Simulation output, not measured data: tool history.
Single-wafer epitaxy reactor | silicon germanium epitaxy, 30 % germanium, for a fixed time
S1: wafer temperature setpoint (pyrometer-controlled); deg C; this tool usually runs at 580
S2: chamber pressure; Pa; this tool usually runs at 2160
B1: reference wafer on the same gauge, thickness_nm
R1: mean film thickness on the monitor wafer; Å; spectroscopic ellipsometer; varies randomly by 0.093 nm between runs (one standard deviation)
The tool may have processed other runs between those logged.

run   hour   S1    S2      B1      R1
  1    0.0  580  2160  38.005  405.84
  2   20.8  580  2160  37.946  405.01
  3   33.1  580  2160  37.994  405.30
  4   45.3  580  2160  37.966  404.85
  5   62.6  580  2160  37.975  405.18
  6   94.5  580  2160  38.012  404.37
  7  128.1  580  2160  37.985  405.21
     176.8  -- gauge calibrated
  8  182.7  580  2160  37.986  404.52
  9  216.0  580  2160  38.023  406.62
     229.2  -- pyrometer calibrated
 10  231.3  592  2333  38.000  487.31
 11  245.5  570  1893  38.007  309.54
 12  281.3  580  2160  37.984  387.60
     308.9  -- capacitance manometer re-zeroed and calibrated
 13  316.2  573  2346  38.033  368.50
     328.5  -- showerhead replaced
 14  340.8  570  2346  38.014  351.06
 15  354.3  592  1733  38.028  448.54
 16  369.2  585  1893  38.004  415.72
 17  392.9  586  2320  38.000  458.83
 18  422.0  585  1800  38.001  407.36
 19  449.2  580  2160  38.020  403.00

Each row is a separate what-if for the run after 19, all from the same tool condition, not one after another. Results?
  A  449.6  580  2653   ?   ?
  B  449.6  570  2400   ?   ?
  C  449.6  572  1800   ?   ?
  D  449.6  569  2680   ?   ?

run      B1      R1
  A  38.021  437.97
  B  38.021  354.72
  C  38.021  325.82
  D  38.021  364.89
Stripped of hidden state, with their random variation kept, the same runs would have yielded:
run      R1
  A  429.49
  B  347.64
  C  319.36
  D  357.59
